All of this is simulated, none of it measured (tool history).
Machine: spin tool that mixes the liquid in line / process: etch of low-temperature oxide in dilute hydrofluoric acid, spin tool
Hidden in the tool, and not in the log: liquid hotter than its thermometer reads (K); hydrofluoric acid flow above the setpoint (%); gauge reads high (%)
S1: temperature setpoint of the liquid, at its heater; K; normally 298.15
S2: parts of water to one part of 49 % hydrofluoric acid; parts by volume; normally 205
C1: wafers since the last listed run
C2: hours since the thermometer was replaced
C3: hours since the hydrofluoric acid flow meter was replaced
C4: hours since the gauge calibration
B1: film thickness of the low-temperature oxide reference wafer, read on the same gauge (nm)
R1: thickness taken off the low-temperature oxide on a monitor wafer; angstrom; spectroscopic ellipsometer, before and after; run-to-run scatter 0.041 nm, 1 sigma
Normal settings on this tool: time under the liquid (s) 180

Run 1, hour 0: usual settings but S2 275 parts by volume; C1 0; C2 2441.5; C3 445.2; C4 2444.5; B1 142.02. Result: R1 85.6 angstrom.
Run 2, hour 57.6: usual settings but S1 302.15 K; C1 556; C2 2499.1; C3 502.8; C4 2502.1; B1 142.03. Result: R1 142.3 angstrom.
Run 3, hour 109.4: usual settings but S1 302.15 K; C1 500; C2 2550.9; C3 554.6; C4 2553.9; B1 142.05. Result: R1 141.7 angstrom.
Run 4, hour 161.3: usual settings but S2 145 parts by volume; C1 501; C2 2602.8; C3 606.5; C4 2605.8; B1 142.06. Result: R1 186.8 angstrom.
Run 5, hour 225.9: usual settings but S1 295.65 K, S2 150 parts by volume; C1 624; C2 2667.4; C3 671.1; C4 2670.4; B1 142.07. Result: R1 163.5 angstrom.
Run 6, hour 303.3: usual settings but S1 295.65 K, S2 150 parts by volume; C1 747; C2 2744.8; C3 748.5; C4 2747.8; B1 142.07. Result: R1 163 angstrom.
Run 7, hour 358.6: usual settings but S1 295.65 K, S2 150 parts by volume; C1 534; C2 2800.1; C3 803.8; C4 2803.1; B1 142.08. Result: R1 162.8 angstrom.
Run 8, hour 439.6: usual settings; C1 782; C2 2881.1; C3 884.8; C4 2884.1; B1 142.09. Result: R1 124.1 angstrom.
Run 9, hour 530.3: usual settings; C1 876; C2 2971.8; C3 975.5; C4 2974.8; B1 142.11. Result: R1 123.2 angstrom.
At hour 557.6: thermometer replaced.
At hour 595.1: hydrofluoric acid flow meter replaced.
At hour 596.2: gauge calibrated.
Run 10, hour 601.7: usual settings; C1 670; C2 44.1; C3 6.6; C4 5.5; B1 139.85. Result: R1 121.8 angstrom.
Run 11, hour 676.7: usual settings; C1 724; C2 119.1; C3 81.6; C4 80.5; B1 139.97. Result: R1 121.3 angstrom.
Run 12, hour 716.1: usual settings but S2 135 parts by volume; C1 380; C2 158.5; C3 121; C4 119.9; B1 140.06. Result: R1 199.1 angstrom.
Run 13, hour 791.4: usual settings but S2 135 parts by volume; C1 727; C2 233.8; C3 196.3; C4 195.2; B1 140.18. Result: R1 199.3 angstrom.
Run 14, hour 892.3: usual settings but S2 135 parts by volume; C1 975; C2 334.7; C3 297.2; C4 296.1; B1 140.34. Result: R1 200.3 angstrom.
Run 15, hour 939.6: usual settings; C1 457; C2 382; C3 344.5; C4 343.4; B1 140.39. Result: R1 122.3 angstrom.
Run 16, hour 1213.4: usual settings but S1 301.15 K, S2 265 parts by volume; C1 2646; C2 655.8; C3 618.3; C4 617.2; B1 140.77. Result: R1 98.4 angstrom.
Run 17, hour 1311.8: usual settings but S1 300.15 K, S2 150 parts by volume, time under the liquid (s) 280; C1 950; C2 754.2; C3 716.7; C4 715.6; B1 140.87. Result: R1 299.2 angstrom.
Run 18, hour 1394.3: usual settings but S1 296.15 K, S2 255 parts by volume, time under the liquid (s) 70; C1 797; C2 836.7; C3 799.2; C4 798.1; B1 140.95. Result: R1 33.8 angstrom.
Run 19, hour 1489.2: usual settings but S1 301.65 K, S2 165 parts by volume, time under the liquid (s) 270; C1 917; C2 931.6; C3 894.1; C4 893; B1 141.01. Result: R1 271.2 angstrom.
Run 20, hour 1560.1: usual settings but S1 302.65 K, S2 160 parts by volume, time under the liquid (s) 255; C1 685; C2 1002.5; C3 965; C4 963.9; B1 141.09. Result: R1 275.8 angstrom.
Run 21, hour 1627.6: usual settings but S1 300.15 K, S2 300 parts by volume, time under the liquid (s) 105; C1 652; C2 1070; C3 1032.5; C4 1031.4; B1 141.15. Result: R1 47.5 angstrom.
Run 22, hour 1670: usual settings; C1 409; C2 1112.4; C3 1074.9; C4 1073.8; B1 141.19. Result: R1 123 angstrom.
At hour 1711.6: hydrofluoric acid flow meter replaced.
Run 23, hour 1728.3: usual settings but S1 295.65 K, time under the liquid (s) 130; C1 553; C2 1170.7; C3 16.7; C4 1132.1; B1 141.21. Result: R1 80.5 angstrom.
Run 24, hour 1830.8: usual settings but S1 294.65 K; C1 990; C2 1273.2; C3 119.2; C4 1234.6; B1 141.29. Result: R1 107.8 angstrom.
Run 25, hour 1916.2: usual settings but S1 303.15 K; C1 825; C2 1358.6; C3 204.6; C4 1320; B1 141.34. Result: R1 146.2 angstrom.
Run 26, hour 2014.3: usual settings but S1 300.65 K; C1 948; C2 1456.7; C3 302.7; C4 1418.1; B1 141.39. Result: R1 134.7 angstrom.
Run 27, hour 2113.1: usual settings but S2 295 parts by volume, time under the liquid (s) 90; C1 954; C2 1555.5; C3 401.5; C4 1516.9; B1 141.42. Result: R1 39.1 angstrom.
Run 28, hour 2149.4: usual settings but S1 302.15 K, time under the liquid (s) 125; C1 350; C2 1591.8; C3 437.8; C4 1553.2; B1 141.43. Result: R1 98.6 angstrom.
Run 29, hour 2191.4: usual settings but S1 296.15 K, time under the liquid (s) 75; C1 405; C2 1633.8; C3 479.8; C4 1595.2; B1 141.47. Result: R1 47.7 angstrom.
Run 30, hour 2410.3: usual settings but S2 125 parts by volume, time under the liquid (s) 140; C1 2115; C2 1852.7; C3 698.7; C4 1814.1; B1 141.53. Result: R1 172.3 angstrom.
Run 31, hour 2479.6: usual settings; C1 669; C2 1922; C3 768; C4 1883.4; B1 141.58. Result: R1 123.1 angstrom.
Run 32, hour 2526.3: usual settings; C1 451; C2 1968.7; C3 814.7; C4 1930.1; B1 141.59. Result: R1 123.3 angstrom.

Below, some changes in R1 between adjacent runs. For each, the amount present without the hidden state too (settings, incoming material, random variation) and the amount remaining for the hidden state with gauge scatter not shared by both compared results:
Run 9 -> 10: thermometer replaced, hydrofluoric acid flow meter replaced, gauge calibrated. R1 -1.4 angstrom: hidden state -2, all else +0.6.
Run 17 -> 18: S1 300.15 -> 296.15, S2 150 -> 255, time under the liquid (s) 280 -> 70. R1 -265.4 angstrom: hidden state -1.6, all else -263.8.
Run 18 -> 19: S1 296.15 -> 301.65, S2 255 -> 165, time under the liquid (s) 70 -> 270. R1 +237.4 angstrom: hidden state +1.8, all else +235.6.
Run 20 -> 21: S1 302.65 -> 300.15, S2 160 -> 300, time under the liquid (s) 255 -> 105. R1 -228.3 angstrom: hidden state -1.7, all else -226.6.

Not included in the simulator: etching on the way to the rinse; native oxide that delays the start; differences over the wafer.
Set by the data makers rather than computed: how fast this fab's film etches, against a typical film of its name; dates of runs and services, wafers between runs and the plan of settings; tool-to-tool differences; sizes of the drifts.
